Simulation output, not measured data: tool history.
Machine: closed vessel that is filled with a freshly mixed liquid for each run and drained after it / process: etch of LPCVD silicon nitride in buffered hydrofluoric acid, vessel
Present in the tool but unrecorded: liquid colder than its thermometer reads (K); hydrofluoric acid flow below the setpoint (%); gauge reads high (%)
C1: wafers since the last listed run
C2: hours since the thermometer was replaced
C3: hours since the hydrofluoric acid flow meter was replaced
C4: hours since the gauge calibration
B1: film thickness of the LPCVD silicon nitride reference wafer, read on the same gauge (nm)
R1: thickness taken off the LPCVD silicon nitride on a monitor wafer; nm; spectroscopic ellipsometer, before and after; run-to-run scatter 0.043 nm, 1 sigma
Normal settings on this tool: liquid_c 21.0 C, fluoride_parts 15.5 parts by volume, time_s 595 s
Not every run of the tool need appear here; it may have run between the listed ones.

run 1 hour=0.0 | liquid_c=21.0 fluoride_parts=15.5 time_s=445 | C1=0 C2=948.7 C3=788.3 C4=270.2 | B1=150.003 | R1=3.483
run 2 hour=28.8 | liquid_c=21.0 fluoride_parts=15.5 time_s=445 | C1=1591 C2=977.5 C3=817.1 C4=299.0 | B1=150.037 | R1=3.473
run 3 hour=39.2 | liquid_c=21.0 fluoride_parts=11.0 time_s=815 | C1=574 C2=987.9 C3=827.5 C4=309.4 | B1=150.017 | R1=8.872
run 4 hour=51.4 | liquid_c=21.0 fluoride_parts=11.0 time_s=815 | C1=674 C2=1000.1 C3=839.7 C4=321.6 | B1=150.009 | R1=8.845
-- hour=53.6 gauge calibrated
run 5 hour=61.1 | liquid_c=21.0 fluoride_parts=15.5 time_s=595 | C1=536 C2=1009.8 C3=849.4 C4=7.5 | B1=150.015 | R1=4.667
run 6 hour=71.1 | liquid_c=21.0 fluoride_parts=15.5 time_s=595 | C1=552 C2=1019.8 C3=859.4 C4=17.5 | B1=150.033 | R1=4.551
run 7 hour=85.6 | liquid_c=21.0 fluoride_parts=15.5 time_s=595 | C1=801 C2=1034.3 C3=873.9 C4=32.0 | B1=149.988 | R1=4.524
run 8 hour=98.7 | liquid_c=21.0 fluoride_parts=18.5 time_s=595 | C1=724 C2=1047.4 C3=887.0 C4=45.1 | B1=150.003 | R1=3.861
run 9 hour=113.5 | liquid_c=21.0 fluoride_parts=18.5 time_s=595 | C1=817 C2=1062.2 C3=901.8 C4=59.9 | B1=150.010 | R1=3.867
run 10 hour=121.5 | liquid_c=20.0 fluoride_parts=15.5 time_s=595 | C1=442 C2=1070.2 C3=909.8 C4=67.9 | B1=149.962 | R1=4.327
run 11 hour=132.5 | liquid_c=20.0 fluoride_parts=15.5 time_s=595 | C1=607 C2=1081.2 C3=920.8 C4=78.9 | B1=150.027 | R1=4.310
run 12 hour=154.6 | liquid_c=25.5 fluoride_parts=19.0 time_s=595 | C1=1221 C2=1103.3 C3=942.9 C4=101.0 | B1=149.954 | R1=4.769
run 13 hour=161.8 | liquid_c=21.0 fluoride_parts=15.5 time_s=445 | C1=397 C2=1110.5 C3=950.1 C4=108.2 | B1=150.068 | R1=3.389
run 14 hour=171.0 | liquid_c=17.0 fluoride_parts=15.5 time_s=595 | C1=508 C2=1119.7 C3=959.3 C4=117.4 | B1=149.971 | R1=3.611
run 15 hour=186.7 | liquid_c=21.0 fluoride_parts=15.5 time_s=595 | C1=867 C2=1135.4 C3=975.0 C4=133.1 | B1=149.979 | R1=4.565
run 16 hour=194.0 | liquid_c=22.5 fluoride_parts=19.0 time_s=930 | C1=403 C2=1142.7 C3=982.3 C4=140.4 | B1=149.993 | R1=6.257
-- hour=199.3 hydrofluoric acid flow meter replaced
run 17 hour=203.8 | liquid_c=17.0 fluoride_parts=12.0 time_s=475 | C1=486 C2=1152.5 C3=4.5 C4=150.2 | B1=150.034 | R1=3.659
run 18 hour=212.6 | liquid_c=21.0 fluoride_parts=15.5 time_s=595 | C1=486 C2=1161.3 C3=13.3 C4=159.0 | B1=150.012 | R1=4.504
run 19 hour=227.3 | liquid_c=17.0 fluoride_parts=11.0 time_s=710 | C1=812 C2=1176.0 C3=28.0 C4=173.7 | B1=149.989 | R1=6.081
-- hour=239.5 thermometer replaced
run 20 hour=242.5 | liquid_c=21.0 fluoride_parts=15.5 time_s=595 | C1=784 C2=3.0 C3=43.2 C4=188.9 | B1=149.948 | R1=5.099
run 21 hour=253.2 | liquid_c=23.5 fluoride_parts=15.5 time_s=385 | C1=591 C2=13.7 C3=53.9 C4=199.6 | B1=150.002 | R1=3.750
run 22 hour=264.8 | liquid_c=18.0 fluoride_parts=13.0 time_s=305 | C1=641 C2=25.3 C3=65.5 C4=211.2 | B1=150.003 | R1=2.611
run 23 hour=275.7 | liquid_c=17.5 fluoride_parts=10.0 time_s=595 | C1=602 C2=36.2 C3=76.4 C4=222.1 | B1=149.976 | R1=6.413
run 24 hour=288.5 | liquid_c=21.0 fluoride_parts=21.0 time_s=595 | C1=707 C2=49.0 C3=89.2 C4=234.9 | B1=150.018 | R1=3.747
run 25 hour=296.2 | liquid_c=19.5 fluoride_parts=15.5 time_s=595 | C1=425 C2=56.7 C3=96.9 C4=242.6 | B1=150.017 | R1=4.649
run 26 hour=302.8 | liquid_c=21.0 fluoride_parts=15.5 time_s=765 | C1=364 C2=63.3 C3=103.5 C4=249.2 | B1=149.956 | R1=6.551
run 27 hour=319.4 | liquid_c=17.0 fluoride_parts=12.5 time_s=865 | C1=917 C2=79.9 C3=120.1 C4=265.8 | B1=149.983 | R1=7.201
run 28 hour=335.1 | liquid_c=21.0 fluoride_parts=15.5 time_s=595 | C1=867 C2=95.6 C3=135.8 C4=281.5 | B1=150.005 | R1=5.013
-- hour=348.0 gauge calibrated
run 29 hour=349.2 | liquid_c=21.0 fluoride_parts=19.0 time_s=595 | C1=779 C2=109.7 C3=149.9 C4=1.2 | B1=149.957 | R1=4.126
run 30 hour=363.0 | liquid_c=21.0 fluoride_parts=15.5 time_s=705 | C1=762 C2=123.5 C3=163.7 C4=15.0 | B1=149.987 | R1=5.951
run 31 hour=373.8 | liquid_c=26.0 fluoride_parts=12.0 time_s=595 | C1=596 C2=134.3 C3=174.5 C4=25.8 | B1=150.016 | R1=8.417

Branching from run 31: 5 alternative next runs. What would each branch give?
run A hour=374.6 | liquid_c=21.0 fluoride_parts=15.5 time_s=715 | C1=44 C2=135.1 C3=175.3 C4=26.6 | B1=? | R1=?
run B hour=374.6 | liquid_c=24.0 fluoride_parts=15.5 time_s=265 | C1=44 C2=135.1 C3=175.3 C4=26.6 | B1=? | R1=?
run C hour=374.6 | liquid_c=21.0 fluoride_parts=15.5 time_s=825 | C1=44 C2=135.1 C3=175.3 C4=26.6 | B1=? | R1=?
run D hour=374.6 | liquid_c=21.0 fluoride_parts=9.5 time_s=355 | C1=44 C2=135.1 C3=175.3 C4=26.6 | B1=? | R1=?
run E hour=374.6 | liquid_c=21.0 fluoride_parts=15.5 time_s=245 | C1=44 C2=135.1 C3=175.3 C4=26.6 | B1=? | R1=?

run=A B1=149.998 R1=6.025
run=B B1=149.998 R1=2.636
run=C B1=149.998 R1=6.952
run=D B1=149.998 R1=4.745
run=E B1=149.998 R1=2.064
Had the tool no hidden state, the same runs would have come out as:
run=A R1=6.202
run=B R1=2.713
run=C R1=7.157
run=D R1=4.885
run=E R1=2.125
